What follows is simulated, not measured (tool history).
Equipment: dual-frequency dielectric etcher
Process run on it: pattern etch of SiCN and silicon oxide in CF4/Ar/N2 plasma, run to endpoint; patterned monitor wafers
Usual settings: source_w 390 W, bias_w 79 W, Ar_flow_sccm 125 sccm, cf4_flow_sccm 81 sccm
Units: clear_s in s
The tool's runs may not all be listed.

run,hour,source_w,bias_w,Ar_flow_sccm,cf4_flow_sccm,"incoming incoming film thickness, nm",clear_s
1,0,390,90,125,81,10.8,13.1
2,13.4,390,79,125,69,10.62,13.8
3,30.9,360,79,125,90,10.58,14.3
4,37.1,390,79,137,81,10.7,13.8
5,43.9,300,93,155,99,10.72,16.9
6,55.8,390,79,135,91,10.66,13.4
# hour 82.4: upper electrode replaced
# hour 92.1: wet clean of the chamber
7,92.6,390,79,125,100,10.71,12.7
8,92.9,330,79,125,81,10.73,15.3
9,103.4,460,79,148,81,10.6,11.3
# hour 110.4: source power generator calibrated
10,119.4,390,79,125,81,10.71,13.1
11,132.4,390,79,125,81,10.65,12.9
12,148.6,340,96,125,63,10.78,14.6

Run 13 is up next; what results do you expect?
13,161.4,390,79,152,81,10.6,?

clear_s: 13.5 s
Had the tool carried no hidden state, the very same run would have given clear_s 13.4 s.
